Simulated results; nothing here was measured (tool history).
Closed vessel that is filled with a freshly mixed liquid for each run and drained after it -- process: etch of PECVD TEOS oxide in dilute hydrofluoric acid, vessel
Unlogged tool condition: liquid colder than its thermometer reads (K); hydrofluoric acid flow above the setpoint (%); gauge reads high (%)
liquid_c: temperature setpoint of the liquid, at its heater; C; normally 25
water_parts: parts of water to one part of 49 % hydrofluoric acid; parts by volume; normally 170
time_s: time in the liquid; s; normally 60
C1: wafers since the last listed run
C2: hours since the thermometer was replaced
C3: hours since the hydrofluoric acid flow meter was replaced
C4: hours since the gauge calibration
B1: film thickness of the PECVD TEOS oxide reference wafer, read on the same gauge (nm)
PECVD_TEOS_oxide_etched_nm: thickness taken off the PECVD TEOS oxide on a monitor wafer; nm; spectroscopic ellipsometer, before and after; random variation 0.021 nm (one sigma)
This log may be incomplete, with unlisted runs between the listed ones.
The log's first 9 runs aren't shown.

Run 10, hour 119.6: usual settings; C1 978; C2 3242; C3 1037.9; C4 300.7; B1 30.06. Result: PECVD_TEOS_oxide_etched_nm 5.15 nm.
Run 11, hour 125.7: usual settings; C1 642; C2 3248.1; C3 1044; C4 306.8; B1 30.01. Result: PECVD_TEOS_oxide_etched_nm 5.23 nm.
At hour 137.6: thermometer replaced.
Run 12, hour 138.6: usual settings; C1 1252; C2 1; C3 1056.9; C4 319.7; B1 29.93. Result: PECVD_TEOS_oxide_etched_nm 5.7 nm.
Run 13, hour 145.5: usual settings; C1 726; C2 7.9; C3 1063.8; C4 326.6; B1 30.02. Result: PECVD_TEOS_oxide_etched_nm 5.74 nm.
Run 14, hour 161.9: usual settings; C1 1726; C2 24.3; C3 1080.2; C4 343; B1 30. Result: PECVD_TEOS_oxide_etched_nm 5.76 nm.
Run 15, hour 172.9: usual settings; C1 1157; C2 35.3; C3 1091.2; C4 354; B1 29.97. Result: PECVD_TEOS_oxide_etched_nm 5.74 nm.
Run 16, hour 185.1: usual settings; C1 1284; C2 47.5; C3 1103.4; C4 366.2; B1 30.03. Result: PECVD_TEOS_oxide_etched_nm 5.69 nm.
Run 17, hour 200: usual settings but liquid_c 20 C, water_parts 100 parts by volume, time_s 50 s; C1 1568; C2 62.4; C3 1118.3; C4 381.1; B1 29.98. Result: PECVD_TEOS_oxide_etched_nm 7.17 nm.
Run 18, hour 209.9: usual settings; C1 1042; C2 72.3; C3 1128.2; C4 391; B1 30. Result: PECVD_TEOS_oxide_etched_nm 5.73 nm.
At hour 213.6: gauge calibrated.
Run 19, hour 227.7: usual settings but liquid_c 23.5 C; C1 1873; C2 90.1; C3 1146; C4 14.1; B1 29.98. Result: PECVD_TEOS_oxide_etched_nm 5.38 nm.
At hour 231: hydrofluoric acid flow meter replaced.
Run 20, hour 243: usual settings but liquid_c 23.5 C; C1 1505; C2 105.4; C3 12; C4 29.4; B1 29.97. Result: PECVD_TEOS_oxide_etched_nm 5.06 nm.
Run 21, hour 252.6: usual settings but water_parts 235 parts by volume, time_s 75 s; C1 1010; C2 115; C3 21.6; C4 39; B1 30.01. Result: PECVD_TEOS_oxide_etched_nm 4.51 nm.
Run 22, hour 268.1: usual settings; C1 1631; C2 130.5; C3 37.1; C4 54.5; B1 29.99. Result: PECVD_TEOS_oxide_etched_nm 5.34 nm.
Run 23, hour 276.4: usual settings; C1 873; C2 138.8; C3 45.4; C4 62.8; B1 30.06. Result: PECVD_TEOS_oxide_etched_nm 5.36 nm.
Run 24, hour 296.7: usual settings but liquid_c 20.5 C, water_parts 85 parts by volume; C1 2136; C2 159.1; C3 65.7; C4 83.1; B1 29.96. Result: PECVD_TEOS_oxide_etched_nm 9.85 nm.
Run 25, hour 304.3: usual settings but liquid_c 29 C, water_parts 235 parts by volume, time_s 90 s; C1 799; C2 166.7; C3 73.3; C4 90.7; B1 29.97. Result: PECVD_TEOS_oxide_etched_nm 6.25 nm.
Run 26, hour 318.5: usual settings but liquid_c 21.5 C, water_parts 140 parts by volume, time_s 80 s; C1 1494; C2 180.9; C3 87.5; C4 104.9; B1 30. Result: PECVD_TEOS_oxide_etched_nm 7.85 nm.
Run 27, hour 326.3: usual settings but liquid_c 29 C, water_parts 110 parts by volume, time_s 70 s; C1 821; C2 188.7; C3 95.3; C4 112.7; B1 30.01. Result: PECVD_TEOS_oxide_etched_nm 12.04 nm.
Run 28, hour 341: usual settings; C1 1547; C2 203.4; C3 110; C4 127.4; B1 29.96. Result: PECVD_TEOS_oxide_etched_nm 5.37 nm.
Run 29, hour 358.4: usual settings but liquid_c 23 C; C1 1831; C2 220.8; C3 127.4; C4 144.8; B1 30.02. Result: PECVD_TEOS_oxide_etched_nm 4.96 nm.
Run 30, hour 371.3: usual settings but water_parts 90 parts by volume; C1 1357; C2 233.7; C3 140.3; C4 157.7; B1 29.98. Result: PECVD_TEOS_oxide_etched_nm 11.1 nm.
Run 31, hour 384: usual settings but liquid_c 21.5 C, water_parts 220 parts by volume, time_s 70 s; C1 1336; C2 246.4; C3 153; C4 170.4; B1 29.99. Result: PECVD_TEOS_oxide_etched_nm 4.05 nm.

Here are 4 independent what-if runs from the current tool condition. What would each one return?
Run A, hour 384.7: usual settings but liquid_c 22 C; C1 73; C2 247.1; C3 153.7; C4 171.1; B1 ?. Result: PECVD_TEOS_oxide_etched_nm ?.
Run B, hour 384.7: usual settings but time_s 75 s; C1 73; C2 247.1; C3 153.7; C4 171.1; B1 ?. Result: PECVD_TEOS_oxide_etched_nm ?.
Run C, hour 384.7: usual settings but liquid_c 28.5 C, water_parts 255 parts by volume, time_s 90 s; C1 73; C2 247.1; C3 153.7; C4 171.1; B1 ?. Result: PECVD_TEOS_oxide_etched_nm ?.
Run D, hour 384.7: usual settings but water_parts 110 parts by volume; C1 73; C2 247.1; C3 153.7; C4 171.1; B1 ?. Result: PECVD_TEOS_oxide_etched_nm ?.

run     B1  PECVD_TEOS_oxide_etched_nm
  A  30.04                        4.79
  B  30.04                        6.71
  C  30.04                        5.54
  D  30.04                         8.9
Had the tool no hidden state, the same runs would have come out as:
run  PECVD_TEOS_oxide_etched_nm
  A                        4.85
  B                         6.8
  C                        5.59
  D                        9.02
